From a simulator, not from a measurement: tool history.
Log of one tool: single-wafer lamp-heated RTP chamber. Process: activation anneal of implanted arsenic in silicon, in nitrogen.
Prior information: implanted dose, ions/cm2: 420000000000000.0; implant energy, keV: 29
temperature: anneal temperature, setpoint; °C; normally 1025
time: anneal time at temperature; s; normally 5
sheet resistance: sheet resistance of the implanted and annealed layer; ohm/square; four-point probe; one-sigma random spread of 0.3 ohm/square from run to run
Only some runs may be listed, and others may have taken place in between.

run	day	temperature	time	wafers since the last listed run	wafers since the last pyrometer calibration	wafers since the reflector plate was cleaned	hours since the gauge calibration	read-back reference wafer on the same gauge, sheet resistance	sheet resistance
1	0	1025	5	0	1218	3602	428.2	228.2	203.85
2	0.542	1025	6	243	1461	3845	441.2	228.22	203.57
3	1.025	1025	6	217	1678	4062	452.8	228.22	203.5
4	1.571	1025	7	245	1923	4307	465.9	228.41	203.37
5	2.179	1025	7	273	2197	4581	480.5	228.39	202.86
6	2.429	1025	7	112	2309	4693	486.5	228.33	202.69
7	3.15	1047	7	323	2633	5017	503.8	228.67	201.53
8	3.854	1047	7	316	2949	5333	520.7	228.75	201.37
9	4.258	1047	7	181	3131	5514	530.4	228.75	202.28
10	4.783	1006	5	235	3366	5750	543	228.9	205.71
11	5.462	1006	5	305	3671	6055	559.3	228.88	206.63
12	5.762	1006	5	134	3806	6190	566.5	229.06	206.09
# day 6.288: pyrometer window cleaned and pyrometer calibrated
13	6.308	1007	5	95	10	6286	579.6	229.14	205.94
14	6.929	1007	5	278	288	6564	594.5	229.29	206.66
15	7.504	1034	5	258	547	6823	608.3	229.42	204.15
16	7.854	1000	5	157	704	6980	616.7	229.64	207.01
17	8.288	1025	8	194	898	7174	627.1	229.61	203.68
18	8.675	1025	5	174	1072	7348	636.4	229.78	205.14
19	9.35	1001	6	303	1376	7652	652.6	229.79	206.86
20	9.738	1025	3	174	1550	7826	661.9	229.95	207.15
# day 10.292: gauge calibrated
21	10.488	999	5	336	1887	8163	4.7	226.55	203.81
22	11.092	1025	5	271	2158	8434	19.2	226.51	202.57
23	11.446	1000	5	159	2317	8593	27.7	226.35	203.91
24	12.071	1014	4	280	2598	8874	42.7	226.43	203.94
25	12.529	1001	3	205	2804	9080	53.7	226.51	204.67
# day 13.429: reflector plate cleaned
26	13.45	1042	8	263	3067	10	75.8	226.42	199.58
# day 13.808: pyrometer window cleaned and pyrometer calibrated
27	13.829	1047	3	20	9	30	84.9	226.65	202.51
28	14.4	1025	5	256	266	287	98.6	226.44	203.26
29	14.9	1025	5	224	490	511	110.6	226.58	202.62
30	15.367	1025	5	209	700	721	121.8	226.58	202.72
31	15.988	1012	7	278	979	1000	136.7	226.62	202.25
32	16.412	1049	4	190	1170	1191	146.9	226.61	201.62
33	17.246	1053	7	374	1544	1565	166.9	226.57	198.56
34	17.667	1025	5	189	1733	1754	177	226.8	202.6
35	18.242	1037	6	258	1991	2012	190.8	226.81	201.27
36	18.667	1040	5	190	2182	2203	201	226.75	202.04
# day 21.121: pyrometer window cleaned and pyrometer calibrated
37	21.142	1043	8	961	8	3165	260.4	227.05	199.94
38	21.167	1039	3	11	20	3176	261	226.89	203.8

Hidden state at the last listed run before each entry between runs and at the first one after, where it differs:
Logged between run 12 and run 13: pyrometer window cleaned and pyrometer calibrated (day 6.288)
  gauge reads high (%): 0.924 -> 0.968
  measured result minus the result with no hidden state, sheet resistance: +1.89 -> +1.97 ohm/square
Logged between run 20 and run 21: gauge calibrated (day 10.292)
  gauge reads high (%): 1.27 -> -0.232
  measured result minus the result with no hidden state, sheet resistance: +2.6 -> -0.48 ohm/square
Logged between run 25 and run 26: reflector plate cleaned (day 13.429)
  gauge reads high (%): -0.224 -> -0.215
  measured result minus the result with no hidden state, sheet resistance: -0.45 -> -0.43 ohm/square
Logged between run 26 and run 27: pyrometer window cleaned and pyrometer calibrated (day 13.808)
  gauge reads high (%): -0.215 -> -0.211
  measured result minus the result with no hidden state, sheet resistance: -0.43 -> -0.43 ohm/square
Logged between run 36 and run 37: pyrometer window cleaned and pyrometer calibrated (day 21.121)
  gauge reads high (%): -0.113 -> -0.0314
  measured result minus the result with no hidden state, sheet resistance: -0.23 -> -0.06 ohm/square
